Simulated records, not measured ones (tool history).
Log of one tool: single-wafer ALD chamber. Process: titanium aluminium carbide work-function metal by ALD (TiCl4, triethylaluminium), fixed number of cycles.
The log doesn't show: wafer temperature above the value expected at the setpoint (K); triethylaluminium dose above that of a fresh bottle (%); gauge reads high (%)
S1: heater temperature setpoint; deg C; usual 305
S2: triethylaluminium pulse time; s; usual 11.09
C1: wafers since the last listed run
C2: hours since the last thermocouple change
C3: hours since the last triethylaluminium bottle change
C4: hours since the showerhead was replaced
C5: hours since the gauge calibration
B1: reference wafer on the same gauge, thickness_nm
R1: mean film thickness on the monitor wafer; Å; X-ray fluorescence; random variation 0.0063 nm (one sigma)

{"run": 1, "hour": 0.0, "S1": 314, "S2": 9.6, "C1": 0, "C2": 2156.2, "C3": 501.8, "C4": 6361.1, "C5": 508.1, "B1": 1.98, "R1": 20.2}
{"run": 2, "hour": 35.8, "S1": 314, "S2": 9.6, "C1": 327, "C2": 2192, "C3": 537.6, "C4": 6396.9, "C5": 543.9, "B1": 1.98, "R1": 20.05}
{"run": 3, "hour": 68.2, "S1": 314, "S2": 9.6, "C1": 296, "C2": 2224.4, "C3": 570, "C4": 6429.3, "C5": 576.3, "B1": 1.979, "R1": 20.06}
{"run": 4, "hour": 168.7, "S1": 305, "S2": 11.09, "C1": 918, "C2": 2324.9, "C3": 670.5, "C4": 6529.8, "C5": 676.8, "B1": 1.98, "R1": 19.95}
{"run": 5, "hour": 183.7, "S1": 305, "S2": 11.09, "C1": 137, "C2": 2339.9, "C3": 685.5, "C4": 6544.8, "C5": 691.8, "B1": 1.98, "R1": 19.82}
{"run": 6, "hour": 229.1, "S1": 305, "S2": 9.01, "C1": 414, "C2": 2385.3, "C3": 730.9, "C4": 6590.2, "C5": 737.2, "B1": 1.978, "R1": 18.7}
{"run": 7, "hour": 262.4, "S1": 305, "S2": 9.01, "C1": 304, "C2": 2418.6, "C3": 764.2, "C4": 6623.5, "C5": 770.5, "B1": 1.98, "R1": 18.7}
{"run": 8, "hour": 329.2, "S1": 305, "S2": 14.33, "C1": 610, "C2": 2485.4, "C3": 831, "C4": 6690.3, "C5": 837.3, "B1": 1.982, "R1": 20.47}
{"run": 9, "hour": 360.1, "S1": 305, "S2": 14.33, "C1": 282, "C2": 2516.3, "C3": 861.9, "C4": 6721.2, "C5": 868.2, "B1": 1.979, "R1": 20.43}
{"run": 10, "hour": 374.4, "S1": 305, "S2": 11.09, "C1": 130, "C2": 2530.6, "C3": 876.2, "C4": 6735.5, "C5": 882.5, "B1": 1.979, "R1": 19.73}
{"hour": 381.7, "done": "gauge calibrated"}
{"run": 11, "hour": 461.9, "S1": 305, "S2": 11.09, "C1": 799, "C2": 2618.1, "C3": 963.7, "C4": 6823, "C5": 80.2, "B1": 1.98, "R1": 19.84}
{"run": 12, "hour": 478.9, "S1": 305, "S2": 11.09, "C1": 155, "C2": 2635.1, "C3": 980.7, "C4": 6840, "C5": 97.2, "B1": 1.982, "R1": 19.83}
{"hour": 488.9, "done": "triethylaluminium bottle replaced"}
{"run": 13, "hour": 513.4, "S1": 301, "S2": 15.38, "C1": 242, "C2": 2669.6, "C3": 24.5, "C4": 6874.5, "C5": 131.7, "B1": 1.981, "R1": 20.43}
{"run": 14, "hour": 526.2, "S1": 300, "S2": 11.09, "C1": 116, "C2": 2682.4, "C3": 37.3, "C4": 6887.3, "C5": 144.5, "B1": 1.98, "R1": 19.8}
{"run": 15, "hour": 555.6, "S1": 300, "S2": 8.37, "C1": 268, "C2": 2711.8, "C3": 66.7, "C4": 6916.7, "C5": 173.9, "B1": 1.982, "R1": 18.85}
{"hour": 591.1, "done": "showerhead replaced"}
{"run": 16, "hour": 591.6, "S1": 295, "S2": 9.42, "C1": 255, "C2": 2747.8, "C3": 102.7, "C4": 0.5, "C5": 209.9, "B1": 1.981, "R1": 18.87}
{"run": 17, "hour": 598.6, "S1": 305, "S2": 11.09, "C1": 63, "C2": 2754.8, "C3": 109.7, "C4": 7.5, "C5": 216.9, "B1": 1.98, "R1": 20.35}
{"run": 18, "hour": 617.1, "S1": 305, "S2": 12.66, "C1": 169, "C2": 2773.3, "C3": 128.2, "C4": 26, "C5": 235.4, "B1": 1.978, "R1": 20.65}
{"hour": 635.9, "done": "thermocouple changed; heater temperature recalibrated"}
{"run": 19, "hour": 723.5, "S1": 317, "S2": 15.49, "C1": 899, "C2": 87.6, "C3": 234.6, "C4": 132.4, "C5": 341.8, "B1": 1.98, "R1": 21.93}
{"run": 20, "hour": 786.3, "S1": 305, "S2": 11.09, "C1": 573, "C2": 150.4, "C3": 297.4, "C4": 195.2, "C5": 404.6, "B1": 1.98, "R1": 20.1}
{"run": 21, "hour": 809.2, "S1": 311, "S2": 6.91, "C1": 209, "C2": 173.3, "C3": 320.3, "C4": 218.1, "C5": 427.5, "B1": 1.98, "R1": 17.89}
{"run": 22, "hour": 824.2, "S1": 300, "S2": 14.37, "C1": 137, "C2": 188.3, "C3": 335.3, "C4": 233.1, "C5": 442.5, "B1": 1.98, "R1": 20.2}
{"run": 23, "hour": 839.0, "S1": 291, "S2": 13.22, "C1": 135, "C2": 203.1, "C3": 350.1, "C4": 247.9, "C5": 457.3, "B1": 1.981, "R1": 19.12}
{"run": 24, "hour": 874.0, "S1": 305, "S2": 11.09, "C1": 319, "C2": 238.1, "C3": 385.1, "C4": 282.9, "C5": 492.3, "B1": 1.981, "R1": 20.1}

Forecast each of these 3 alternatives for the next run:
{"run": "A", "hour": 874.4, "S1": 305, "S2": 11.09, "C1": 3, "C2": 238.5, "C3": 385.5, "C4": 283.3, "C5": 492.7, "B1": "?", "R1": "?"}
{"run": "B", "hour": 874.4, "S1": 294, "S2": 9.21, "C1": 3, "C2": 238.5, "C3": 385.5, "C4": 283.3, "C5": 492.7, "B1": "?", "R1": "?"}
{"run": "C", "hour": 874.4, "S1": 318, "S2": 12.5, "C1": 3, "C2": 238.5, "C3": 385.5, "C4": 283.3, "C5": 492.7, "B1": "?", "R1": "?"}

run=A B1=1.979 R1=19.89
run=B B1=1.979 R1=18.08
run=C B1=1.979 R1=21.52
Without the tool's hidden state the same runs would have given:
run=A R1=20.38
run=B R1=18.81
run=C R1=21.88

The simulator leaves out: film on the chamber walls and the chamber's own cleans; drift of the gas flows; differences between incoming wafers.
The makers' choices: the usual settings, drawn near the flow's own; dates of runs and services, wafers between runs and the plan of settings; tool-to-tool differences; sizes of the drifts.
